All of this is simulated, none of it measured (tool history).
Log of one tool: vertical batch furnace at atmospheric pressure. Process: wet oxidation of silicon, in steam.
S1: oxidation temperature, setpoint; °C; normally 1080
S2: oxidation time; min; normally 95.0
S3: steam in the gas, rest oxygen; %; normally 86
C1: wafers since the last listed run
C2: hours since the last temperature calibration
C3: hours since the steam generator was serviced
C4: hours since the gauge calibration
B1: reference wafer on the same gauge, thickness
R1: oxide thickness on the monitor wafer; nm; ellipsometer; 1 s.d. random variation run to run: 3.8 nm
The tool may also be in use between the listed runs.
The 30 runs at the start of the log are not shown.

run    hour    S1     S2  S3    C1     C2      C3      C4      B1      R1
     1431.0  -- thermocouples replaced and temperature profile calibrated
 31  1464.0  1061   95.0  80   553   33.0   828.6  1061.1  736.68  637.41
 32  1523.9  1101  128.0  86   971   92.9   888.5  1121.0  736.78  909.55
     1536.9  -- gauge calibrated
 33  1583.9  1080   68.0  80   973  152.9   948.5    47.0  737.18  572.66
 34  1651.4  1104  142.0  81  1095  220.4  1016.0   114.5  738.76  947.43
 35  1711.5  1080   95.0  86   975  280.5  1076.1   174.6  738.91  718.20
 36  1764.6  1080   95.0  86   861  333.6  1129.2   227.7  737.41  722.06
 37  1791.1  1098   80.5  75   429  360.1  1155.7   254.2  737.85  647.01
 38  1953.8  1080  117.0  86  2639  522.8  1318.4   416.9  737.32  805.70

4 ways to go on from here, each from the tool as it stands after run 38. What would each give?
  A  1958.9  1060   95.0  86  82  527.9  1323.5  422.0   ?   ?
  B  1958.9  1080  136.5  86  82  527.9  1323.5  422.0   ?   ?
  C  1958.9  1064   95.0  93  82  527.9  1323.5  422.0   ?   ?
  D  1958.9  1072   54.0  76  82  527.9  1323.5  422.0   ?   ?

run      B1      R1
  A  738.97  657.21
  B  738.97  874.67
  C  738.97  699.58
  D  738.97  465.88
The same runs, with their run-to-run variation unchanged, on a tool lacking any hidden condition would have given:
run      R1
  A  670.96
  B  892.15
  C  714.06
  D  475.83

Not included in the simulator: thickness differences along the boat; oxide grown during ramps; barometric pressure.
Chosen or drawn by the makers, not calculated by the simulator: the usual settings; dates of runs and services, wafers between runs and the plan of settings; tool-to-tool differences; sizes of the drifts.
